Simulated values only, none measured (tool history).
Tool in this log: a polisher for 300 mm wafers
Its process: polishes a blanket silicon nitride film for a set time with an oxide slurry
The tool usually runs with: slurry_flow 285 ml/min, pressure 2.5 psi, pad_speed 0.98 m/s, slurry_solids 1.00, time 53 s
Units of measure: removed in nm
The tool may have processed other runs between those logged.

run	day	slurry_flow	pressure	pad_speed	slurry_solids	time	wafers since the last listed run	wafers polished on this pad	hours since the slurry nozzle was cleaned	hours since the head pressure was calibrated	hours since the slurry blender was calibrated	hours since the conditioning disc was replaced	incoming thickness of the incoming film, nm	removed
1	0.000	285	2.5	0.98	1.00	53	0	1661	4.7	959.5	17.1	89.9	252.0	19.0
# day 0.225: worn pad replaced by a new one
# day 0.712: head pressure recalibrated
2	1.092	285	2.5	0.98	1.00	53	149	139	30.9	9.1	43.3	116.1	251.1	20.1
3	1.704	285	2.5	0.98	1.00	53	108	247	45.6	23.8	58.0	130.8	250.0	20.0
4	3.188	285	2.5	0.98	1.00	53	263	511	81.2	59.4	93.6	166.4	251.0	19.8
5	4.071	285	2.5	0.98	1.00	53	156	668	102.4	80.6	114.8	187.6	244.5	19.8
6	5.350	315	2.5	1.20	1.00	53	227	895	133.1	111.3	145.5	218.3	247.7	23.1
7	6.733	315	2.5	1.20	1.00	53	245	1141	166.3	144.5	178.7	251.5	254.0	23.0
8	7.842	330	1.6	0.72	1.00	59	196	1337	192.9	171.1	205.3	278.1	250.4	11.4
9	9.271	285	1.7	0.98	1.00	53	253	1591	227.2	205.4	239.6	312.4	247.2	13.8
10	9.833	285	2.2	0.72	1.30	53	99	1691	240.7	218.9	253.1	325.9	251.4	15.0
# day 10.042: worn pad replaced by a new one
11	11.238	225	3.4	0.98	0.75	53	219	212	274.4	252.6	286.8	359.6	249.2	21.4
12	12.112	340	3.3	0.98	1.25	40	155	367	295.4	273.6	307.8	380.6	251.3	20.8
13	12.671	285	2.5	0.98	1.10	47	99	466	308.8	287.0	321.2	394.0	249.4	17.6

Run 14 has not been measured yet. What should we expect?
14	13.325	285	1.9	0.98	1.25	53	116	583	324.5	302.7	336.9	409.7	253.7	?

Run 14 produced removed 16.6 nm.
With no hidden state in the tool, this same run would have given removed 17.7 nm.
